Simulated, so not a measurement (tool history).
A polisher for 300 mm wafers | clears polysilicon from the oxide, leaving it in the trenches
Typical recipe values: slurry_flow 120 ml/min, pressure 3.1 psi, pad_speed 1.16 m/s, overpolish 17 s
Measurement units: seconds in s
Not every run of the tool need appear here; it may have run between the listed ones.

| run | hour | slurry_flow | pressure | pad_speed | overpolish | incoming thickness of the incoming film, nm | seconds |
|---|---|---|---|---|---|---|---|
| 1 | 0.0 | 120 | 3.1 | 1.16 | 17 | 343.4 | 16.7 |
| 2 | 13.3 | 120 | 3.1 | 1.16 | 17 | 342.9 | 17.0 |
|  | 39.7 | worn pad replaced by a new one |
| 3 | 41.0 | 120 | 3.1 | 1.16 | 17 | 335.7 | 16.2 |
| 4 | 55.0 | 120 | 3.5 | 1.16 | 17 | 336.1 | 14.5 |
| 5 | 70.5 | 120 | 3.5 | 1.16 | 17 | 339.9 | 14.7 |
| 6 | 83.0 | 120 | 3.5 | 1.16 | 17 | 343.7 | 15.2 |
| 7 | 104.2 | 120 | 3.1 | 1.02 | 17 | 339.4 | 18.8 |
|  | 136.0 | worn pad replaced by a new one |
| 8 | 136.5 | 120 | 3.1 | 1.16 | 17 | 336.3 | 16.6 |
| 9 | 145.6 | 120 | 4.1 | 1.42 | 17 | 338.1 | 10.5 |
|  | 157.0 | head pressure recalibrated |
| 10 | 174.9 | 120 | 3.1 | 1.16 | 17 | 340.7 | 16.9 |
| 11 | 192.1 | 120 | 3.1 | 1.16 | 24 | 338.0 | 16.9 |
| 12 | 216.7 | 120 | 2.8 | 0.86 | 17 | 341.4 | 25.5 |
| 13 | 229.5 | 120 | 3.1 | 1.16 | 17 | 343.3 | 17.2 |
|  | 234.5 | worn pad replaced by a new one |
|  | 242.4 | slurry nozzle cleaned |
| 14 | 259.0 | 140 | 3.9 | 1.32 | 17 | 335.9 | 11.5 |
| 15 | 278.4 | 120 | 3.8 | 1.56 | 17 | 340.5 | 10.3 |
| 16 | 298.0 | 85 | 4.0 | 1.42 | 23 | 340.2 | 10.9 |
| 17 | 323.1 | 120 | 2.3 | 1.16 | 17 | 336.9 | 22.2 |

Below are 4 alternative next runs, each starting from the tool's condition after run 17. Predict each:
| A | 323.5 | 120 | 3.1 | 1.16 | 22 | 340.0 | ? |
| B | 323.5 | 110 | 3.1 | 1.02 | 17 | 340.0 | ? |
| C | 323.5 | 120 | 3.6 | 1.16 | 17 | 340.0 | ? |
| D | 323.5 | 120 | 3.4 | 1.16 | 22 | 340.0 | ? |

| run | seconds |
|---|---|
| A | 16.6 |
| B | 19.1 |
| C | 14.3 |
| D | 15.1 |
With the hidden condition removed and each run's random variation left untouched, the same runs would have given:
| run | seconds |
|---|---|
| A | 16.6 |
| B | 19.1 |
| C | 14.3 |
| D | 15.1 |

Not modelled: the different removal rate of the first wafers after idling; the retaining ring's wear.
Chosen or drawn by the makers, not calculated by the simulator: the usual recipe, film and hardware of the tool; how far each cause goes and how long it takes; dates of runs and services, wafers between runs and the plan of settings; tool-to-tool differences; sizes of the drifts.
